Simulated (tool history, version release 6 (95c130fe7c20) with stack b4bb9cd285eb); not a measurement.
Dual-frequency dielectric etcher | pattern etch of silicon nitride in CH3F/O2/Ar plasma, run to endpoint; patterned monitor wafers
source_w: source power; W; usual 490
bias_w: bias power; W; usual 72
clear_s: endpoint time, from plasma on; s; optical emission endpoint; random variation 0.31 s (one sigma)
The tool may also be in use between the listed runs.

run    hour  source_w  bias_w  incoming incoming film thickness, nm  clear_s
  1     0.0       560      72                                 36.72     48.8
       47.9  -- wet clean of the chamber
  2    48.4       560      72                                 37.05     47.9
  3    95.4       460      83                                 37.05     49.3
  4   303.3       460      83                                 36.55     49.6
  5   470.7       570      72                                 37.04     48.7
      516.8  -- wet clean of the chamber
  6   517.3       570      72                                 36.87     47.0
  7   537.3       570      72                                 36.80     47.6
  8   603.3       490      72                                 37.03     50.0
  9   637.0       490      58                                 36.78     53.1
 10   672.0       490      58                                 36.96     53.9
 11   712.3       490      58                                 37.03     54.1
 12   780.0       510      72                                 37.37     51.0
 13   821.4       490      72                                 36.80     51.2
 14   848.3       450      61                                 36.85     54.5
 15   883.1       460      65                                 36.76     53.5
 16   939.8       540      79                                 37.15     49.1
     1022.9  -- upper electrode replaced
     1044.4  -- wet clean of the chamber
 17  1091.5       490      62                                 37.01     51.7
 18  1133.9       420      63                                 36.95     54.7
     1175.3  -- source power generator calibrated
 19  1179.5       450      81                                 37.14     50.1
     1223.0  -- bias power generator calibrated
 20  1249.9       490      72                                 36.21     49.4
 21  1403.5       430      72                                 36.90     52.5
 22  1445.1       580      63                                 36.83     49.2
     1495.3  -- wet clean of the chamber
 23  1495.8       490      72                                 36.99     49.6
 24  1650.9       440      64                                 37.10     54.2
 25  1840.0       490      80                                 36.33     48.1

Measured less the same run without the tool's hidden state. The same run-to-run variation is in both; the gauge's scatter may not be:
The hidden state here: etch rate over this chamber's usual, %; source power that arrives over what is set, %; bias power that arrives over what is set, %.
run  clear_s
  1     +1.2
  2     +0.1
  3     +0.2
  4     +0.9
  5     +1.4
  6     +0.2
  7     +0.3
  8     +0.5
  9     +0.6
 10     +0.8
 11     +0.9
 12     +1.1
 13     +1.2
 14     +1.4
 15     +1.5
 16     +1.5
 17     -0.1
 18     +0.0
 19     +0.1
 20     +0.4
 21     +0.8
 22     +0.9
 23     +0.0
 24     +0.5
 25     +1.0
